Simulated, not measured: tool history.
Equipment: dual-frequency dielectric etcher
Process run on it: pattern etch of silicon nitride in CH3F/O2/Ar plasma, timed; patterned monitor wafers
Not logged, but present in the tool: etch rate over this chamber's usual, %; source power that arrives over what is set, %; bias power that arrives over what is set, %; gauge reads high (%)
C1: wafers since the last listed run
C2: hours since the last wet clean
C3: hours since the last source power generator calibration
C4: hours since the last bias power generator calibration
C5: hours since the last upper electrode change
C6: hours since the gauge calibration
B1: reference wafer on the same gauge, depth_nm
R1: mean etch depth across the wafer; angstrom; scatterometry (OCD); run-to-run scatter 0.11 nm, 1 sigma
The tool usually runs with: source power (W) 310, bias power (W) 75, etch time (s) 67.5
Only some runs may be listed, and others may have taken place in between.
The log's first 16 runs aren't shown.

run 17 day=15.783 | source_power_(W)=310 bias_power_(W)=80 etch_time_(s)=62.5 | C1=3 C2=0.8 C3=4204.8 C4=3881.0 C5=94.2 C6=55.6 | B1=36.61 | R1=376.6
run 18 day=16.838 | source_power_(W)=380 bias_power_(W)=75 etch_time_(s)=67.5 | C1=314 C2=26.1 C3=4230.1 C4=3906.3 C5=119.5 C6=80.9 | B1=36.61 | R1=459.1
run 19 day=17.646 | source_power_(W)=310 bias_power_(W)=75 etch_time_(s)=54.0 | C1=241 C2=45.5 C3=4249.5 C4=3925.7 C5=138.9 C6=100.3 | B1=36.63 | R1=323.9
run 20 day=18.396 | source_power_(W)=240 bias_power_(W)=59 etch_time_(s)=50.5 | C1=223 C2=63.5 C3=4267.5 C4=3943.7 C5=156.9 C6=118.3 | B1=36.64 | R1=232.6
run 21 day=19.346 | source_power_(W)=230 bias_power_(W)=89 etch_time_(s)=47.5 | C1=283 C2=86.3 C3=4290.3 C4=3966.5 C5=179.7 C6=141.1 | B1=36.60 | R1=233.0
run 22 day=20.171 | source_power_(W)=250 bias_power_(W)=75 etch_time_(s)=52.0 | C1=246 C2=106.1 C3=4310.1 C4=3986.3 C5=199.5 C6=160.9 | B1=36.59 | R1=265.6
-- day=21.367 source power generator calibrated
run 23 day=21.617 | source_power_(W)=310 bias_power_(W)=56 etch_time_(s)=48.5 | C1=382 C2=140.8 C3=6.0 C4=4021.0 C5=234.2 C6=195.6 | B1=36.57 | R1=272.4
-- day=22.538 bias power generator calibrated
run 24 day=22.558 | source_power_(W)=310 bias_power_(W)=75 etch_time_(s)=67.5 | C1=231 C2=163.4 C3=28.6 C4=0.5 C5=256.8 C6=218.2 | B1=36.64 | R1=406.7
run 25 day=24.812 | source_power_(W)=310 bias_power_(W)=75 etch_time_(s)=67.5 | C1=673 C2=217.5 C3=82.7 C4=54.6 C5=310.9 C6=272.3 | B1=36.61 | R1=411.6
run 26 day=25.862 | source_power_(W)=350 bias_power_(W)=61 etch_time_(s)=58.5 | C1=313 C2=242.7 C3=107.9 C4=79.8 C5=336.1 C6=297.5 | B1=36.59 | R1=368.6
run 27 day=26.946 | source_power_(W)=280 bias_power_(W)=75 etch_time_(s)=67.5 | C1=323 C2=268.7 C3=133.9 C4=105.8 C5=362.1 C6=323.5 | B1=36.59 | R1=381.5
run 28 day=27.642 | source_power_(W)=280 bias_power_(W)=90 etch_time_(s)=77.5 | C1=207 C2=285.4 C3=150.6 C4=122.5 C5=378.8 C6=340.2 | B1=36.59 | R1=463.4
-- day=28.800 wet clean of the chamber
run 29 day=29.054 | source_power_(W)=340 bias_power_(W)=82 etch_time_(s)=61.0 | C1=123 C2=6.1 C3=184.5 C4=156.4 C5=412.7 C6=374.1 | B1=36.58 | R1=395.0
run 30 day=30.067 | source_power_(W)=310 bias_power_(W)=75 etch_time_(s)=84.5 | C1=302 C2=30.4 C3=208.8 C4=180.7 C5=437.0 C6=398.4 | B1=36.64 | R1=503.1
run 31 day=30.767 | source_power_(W)=240 bias_power_(W)=75 etch_time_(s)=60.5 | C1=209 C2=47.2 C3=225.6 C4=197.5 C5=453.8 C6=415.2 | B1=36.60 | R1=294.1

Branching from run 31: 3 alternative next runs. What would each branch give?
run A day=30.783 | source_power_(W)=310 bias_power_(W)=75 etch_time_(s)=67.5 | C1=4 C2=47.6 C3=226.0 C4=197.9 C5=454.2 C6=415.6 | B1=? | R1=?
run B day=30.783 | source_power_(W)=310 bias_power_(W)=75 etch_time_(s)=83.0 | C1=4 C2=47.6 C3=226.0 C4=197.9 C5=454.2 C6=415.6 | B1=? | R1=?
run C day=30.783 | source_power_(W)=350 bias_power_(W)=93 etch_time_(s)=73.5 | C1=4 C2=47.6 C3=226.0 C4=197.9 C5=454.2 C6=415.6 | B1=? | R1=?

run=A B1=36.58 R1=401.2
run=B B1=36.58 R1=493.3
run=C B1=36.58 R1=500.0
Had the tool no hidden state, the same runs would have come out as:
run=A R1=399.9
run=B R1=491.7
run=C R1=498.5
